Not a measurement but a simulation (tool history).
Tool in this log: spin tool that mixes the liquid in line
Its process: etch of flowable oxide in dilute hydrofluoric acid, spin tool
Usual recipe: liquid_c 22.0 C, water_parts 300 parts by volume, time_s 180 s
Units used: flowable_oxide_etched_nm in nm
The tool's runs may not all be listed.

run    hour  liquid_c  water_parts  time_s  read-back film thickness of the flowable oxide reference wafer, read on the same gauge (nm)  flowable_oxide_etched_nm
  1     0.0      22.0          300     180                                                                                        40.69                     18.33
  2    94.3      22.0          300     180                                                                                        40.78                     18.52
  3   181.9      22.0          300     180                                                                                        40.85                     18.83
  4   260.2      22.0          300     180                                                                                        40.92                     18.37
  5   562.2      22.0          300     180                                                                                        41.10                     18.74
  6   609.9      22.0          300     180                                                                                        41.05                     18.52
  7   670.2      22.0          300     180                                                                                        41.14                     18.75
      705.0  -- thermometer replaced
  8   723.0      23.5          300     130                                                                                        41.10                     14.21
  9   815.6      23.5          300     130                                                                                        41.17                     14.04
      880.1  -- hydrofluoric acid flow meter replaced
 10   914.5      23.5          300     130                                                                                        41.15                     14.15
 11  1020.4      24.0          300     180                                                                                        41.20                     20.16
     1126.2  -- gauge calibrated
 12  1126.5      22.0          300     180                                                                                        39.77                     18.07
 13  1224.4      22.0          300     180                                                                                        40.00                     18.27
 14  1321.9      22.0          300     180                                                                                        40.18                     18.07
 15  1394.0      22.0          360     105                                                                                        40.35                      8.45
 16  1493.1      17.5          255     120                                                                                        40.44                     12.75
 17  1568.8      26.5          255     235                                                                                        40.59                     34.46
 18  1648.9      22.0          300     180                                                                                        40.68                     18.39
 19  1693.4      22.0          300     275                                                                                        40.66                     28.22
 20  1790.2      23.5          370     180                                                                                        40.83                     14.86
 21  1897.9      22.0          300     215                                                                                        40.85                     21.92
 22  2042.9      18.5          215     145                                                                                        40.92                     19.93
 23  2115.3      18.5          205     180                                                                                        40.97                     25.90

Give the tool's hidden conditions for every run:
liquid hotter than its thermometer reads (K): 0 in every run
hydrofluoric acid flow above the setpoint (%): 0 in every run
H1: gauge reads high (%)
run      H1
  1    1.85
  2    2.05
  3    2.21
  4    2.33
  5    2.67
  6     2.7
  7    2.75
  8    2.78
  9    2.83
 10    2.88
 11    2.92
 12  -0.487
 13  0.0815
 14   0.553
 15   0.851
 16     1.2
 17    1.43
 18    1.63
 19    1.74
 20    1.93
 21    2.11
 22     2.3
 23    2.38
